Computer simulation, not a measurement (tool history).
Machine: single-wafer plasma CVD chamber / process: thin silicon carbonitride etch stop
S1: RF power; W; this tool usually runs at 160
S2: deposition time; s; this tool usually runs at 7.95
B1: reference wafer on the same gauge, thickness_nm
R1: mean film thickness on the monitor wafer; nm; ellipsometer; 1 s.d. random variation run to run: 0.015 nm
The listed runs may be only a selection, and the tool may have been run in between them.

run    hour   S1    S2     B1     R1
  1     0.0  175  7.95  4.744  4.078
  2    84.5  175  7.95  4.746  4.059
      137.7  -- gauge calibrated
  3   184.2  175  7.95  4.731  4.101
  4   232.5  160  8.34  4.740  4.212
  5   316.5  160  8.34  4.737  4.185
  6   361.2  160  7.95  4.735  3.977
  7   443.8  160  7.95  4.737  4.011
  8   503.8  160  7.95  4.739  3.977
  9   562.3  160  7.95  4.740  3.960
      625.1  -- showerhead replaced
 10   662.9  160  7.95  4.743  4.013
      727.1  -- thermocouple changed; heater temperature recalibrated
 11   767.6  160  7.95  4.744  3.957
      798.6  -- gauge calibrated
 12   851.2  180  8.44  4.738  4.360
 13   932.7  180  7.51  4.736  3.877
 14   977.1  160  6.65  4.743  3.328
 15  1019.5  190  6.89  4.741  3.551

Forecast run 16:
     1065.9  -- RF generator calibrated
 16  1095.9  145  6.92   ?   ?

B1: 4.737
R1: 3.410 nm
If the tool had no hidden condition, the same run with the same run-to-run variation would have returned R1 3.410 nm.

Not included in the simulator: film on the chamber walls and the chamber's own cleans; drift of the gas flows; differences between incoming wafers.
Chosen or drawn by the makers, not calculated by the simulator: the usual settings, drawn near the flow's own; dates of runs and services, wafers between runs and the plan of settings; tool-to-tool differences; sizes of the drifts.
